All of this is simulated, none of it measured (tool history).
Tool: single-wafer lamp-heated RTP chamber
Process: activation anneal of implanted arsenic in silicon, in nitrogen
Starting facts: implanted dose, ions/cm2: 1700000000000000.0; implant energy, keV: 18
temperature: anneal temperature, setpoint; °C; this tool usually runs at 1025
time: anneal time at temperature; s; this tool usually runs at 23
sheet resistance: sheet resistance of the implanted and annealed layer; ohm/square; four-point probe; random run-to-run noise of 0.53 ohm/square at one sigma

| run | day | temperature | time | read-back reference wafer on the same gauge, sheet resistance | sheet resistance |
|---|---|---|---|---|---|
| 1 | 0 | 1045 | 23 | 112.68 | 83.59 |
| 2 | 1.65 | 1005 | 27 | 112.88 | 98.69 |
| 3 | 3.892 | 1014 | 29 | 112.61 | 92.91 |
| 4 | 6.008 | 1014 | 29 | 112.51 | 92.51 |
| 5 | 8.8 | 1025 | 23 | 112.78 | 90.41 |
| 6 | 11.146 | 1033 | 18 | 112.71 | 89.96 |
|  | 12.312 | reflector plate cleaned |
| 7 | 13.604 | 1033 | 18 | 112.58 | 94.33 |
| 8 | 16.254 | 1033 | 18 | 112.84 | 94.49 |
|  | 17.233 | pyrometer window cleaned and pyrometer calibrated |
| 9 | 17.504 | 1042 | 30 | 112.63 | 82.11 |
| 10 | 19.608 | 1042 | 30 | 112.76 | 82.64 |
| 11 | 21.2 | 1025 | 23 | 112.66 | 93.56 |
| 12 | 23.6 | 1025 | 23 | 112.99 | 93.86 |
| 13 | 24.954 | 1025 | 17 | 112.67 | 96.76 |
| 14 | 26.921 | 1025 | 23 | 112.75 | 93.65 |
| 15 | 29.904 | 1040 | 14 | 112.74 | 93.99 |
| 16 | 31.625 | 1040 | 14 | 112.89 | 93.28 |
| 17 | 33.383 | 1040 | 14 | 112.52 | 93.84 |
|  | 35.833 | reflector plate cleaned |
| 18 | 35.925 | 997 | 23 | 112.57 | 107.34 |
|  | 38.408 | pyrometer window cleaned and pyrometer calibrated |
| 19 | 40.904 | 1046 | 17 | 112.79 | 89.65 |
| 20 | 43.046 | 1041 | 32 | 112.7 | 82.71 |
|  | 44.083 | gauge calibrated |
| 21 | 48.088 | 1036 | 36 | 112.7 | 82.09 |
| 22 | 49.875 | 1046 | 17 | 112.82 | 88.71 |
| 23 | 51.662 | 1054 | 23 | 112.72 | 81.6 |
| 24 | 53.904 | 1005 | 32 | 112.59 | 94.76 |
|  | 54.571 | pyrometer window cleaned and pyrometer calibrated |
| 25 | 56.546 | 1005 | 31 | 112.72 | 95.87 |
| 26 | 58.271 | 1046 | 17 | 112.61 | 87.09 |
| 27 | 60.25 | 1040 | 14 | 112.71 | 93.25 |
|  | 61.6 | reflector plate cleaned |
| 28 | 63.133 | 1013 | 34 | 112.64 | 92.54 |
| 29 | 65.754 | 1035 | 36 | 112.55 | 82.79 |
| 30 | 66.971 | 1050 | 13 | 112.75 | 92.44 |
| 31 | 68.146 | 1025 | 30 | 112.88 | 88.65 |
|  | 71.092 | pyrometer window cleaned and pyrometer calibrated |
| 32 | 75.15 | 1025 | 23 | 112.67 | 91.76 |
| 33 | 76.5 | 996 | 33 | 112.77 | 100.14 |
| 34 | 78.971 | 1025 | 23 | 112.65 | 91.71 |
|  | 82.408 | reflector plate cleaned |
| 35 | 85.946 | 1034 | 32 | 112.79 | 85.39 |
| 36 | 87.633 | 1042 | 11 | 112.44 | 98.15 |
| 37 | 89.662 | 1015 | 16 | 112.61 | 104.84 |

Forecast each of these 3 alternatives for the next run:
| A | 89.679 | 1025 | 31 | ? | ? |
| B | 89.679 | 1012 | 23 | ? | ? |
| C | 89.679 | 1044 | 33 | ? | ? |

| run | read-back reference wafer on the same gauge, sheet resistance | sheet resistance |
|---|---|---|
| A | 112.55 | 88.43 |
| B | 112.55 | 99.1 |
| C | 112.55 | 80.21 |
Had the tool no hidden state, the same runs would have come out as:
| run | sheet resistance |
|---|---|
| A | 88.92 |
| B | 99.67 |
| C | 80.62 |

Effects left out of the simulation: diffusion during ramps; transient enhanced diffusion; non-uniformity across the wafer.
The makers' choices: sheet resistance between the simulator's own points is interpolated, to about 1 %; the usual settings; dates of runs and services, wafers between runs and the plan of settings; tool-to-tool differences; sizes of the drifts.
